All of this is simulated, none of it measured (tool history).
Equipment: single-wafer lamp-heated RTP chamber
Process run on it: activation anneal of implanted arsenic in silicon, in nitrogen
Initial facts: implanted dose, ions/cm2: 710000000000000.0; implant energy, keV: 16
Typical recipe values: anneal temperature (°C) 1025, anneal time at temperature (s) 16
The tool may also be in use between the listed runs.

run	hour	anneal temperature (°C)	anneal time at temperature (s)	read-back reference wafer on the same gauge, sheet resistance	sheet resistance of the implanted and annealed layer (ohm/square)
1	0	1017	16	170.09	177.59
2	56.8	1017	16	170	176.43
3	83.2	1025	10	170.05	178.41
4	151.6	1025	10	169.98	178.57
# hour 191.2: gauge calibrated
# hour 196.6: reflector plate cleaned
5	207.3	1025	10	170.07	180.3
6	275.5	1036	16	169.78	171.86
# hour 331.6: pyrometer window cleaned and pyrometer calibrated
7	456	1036	16	169.48	170
8	498.1	1042	16	170.3	171.01
9	537.5	1025	16	169.95	175.55
10	590.4	1025	16	169.84	174.71
11	638.5	1025	16	169.68	173.15
12	666.2	1025	13	169.76	176.73
13	697.7	1025	13	169.6	176.48
# hour 706.9: pyrometer window cleaned and pyrometer calibrated
# hour 754: reflector plate cleaned
14	754.8	1025	16	170.07	176.27
15	852.2	1025	16	170.53	175.62
16	910.5	1036	11	169.9	176.42
17	944.3	1036	11	170.21	176.53
18	1000.4	1025	16	169.85	174.13
# hour 1038.1: pyrometer window cleaned and pyrometer calibrated
19	1043.4	1048	7	169.8	176.62
20	1067.9	1025	16	169.84	174.23
21	1127.4	1009	8	170.05	184.87
22	1164.9	1025	10	170.21	180.32
23	1220.5	1025	16	169.88	173.23
24	1266.9	1007	7	169.86	187.09
# hour 1326.4: reflector plate cleaned
25	1326.9	1025	16	170.05	173.58
26	1363.4	1007	16	170.2	178.89
# hour 1378.4: gauge calibrated
# hour 1410.9: pyrometer window cleaned and pyrometer calibrated
27	1412.4	1025	9	169.87	181.1
28	1448.9	1025	16	169.78	173.98
29	1507.7	1045	19	169.9	166.43
30	1559.9	1025	16	170.28	174.56
31	1602.4	1040	21	170.15	165.66
32	1650	1003	21	170.11	179.22
33	1704.1	1039	16	170.04	171.41
34	1773	1051	20	170.28	164.44

What was the tool's hidden state at every run in the log?
true wafer temperature minus pyrometer reading, K: 0 in every run
wafer temperature error from the tarnished reflector plate, K: 0 in every run
gauge reads high (%): 0 in every run

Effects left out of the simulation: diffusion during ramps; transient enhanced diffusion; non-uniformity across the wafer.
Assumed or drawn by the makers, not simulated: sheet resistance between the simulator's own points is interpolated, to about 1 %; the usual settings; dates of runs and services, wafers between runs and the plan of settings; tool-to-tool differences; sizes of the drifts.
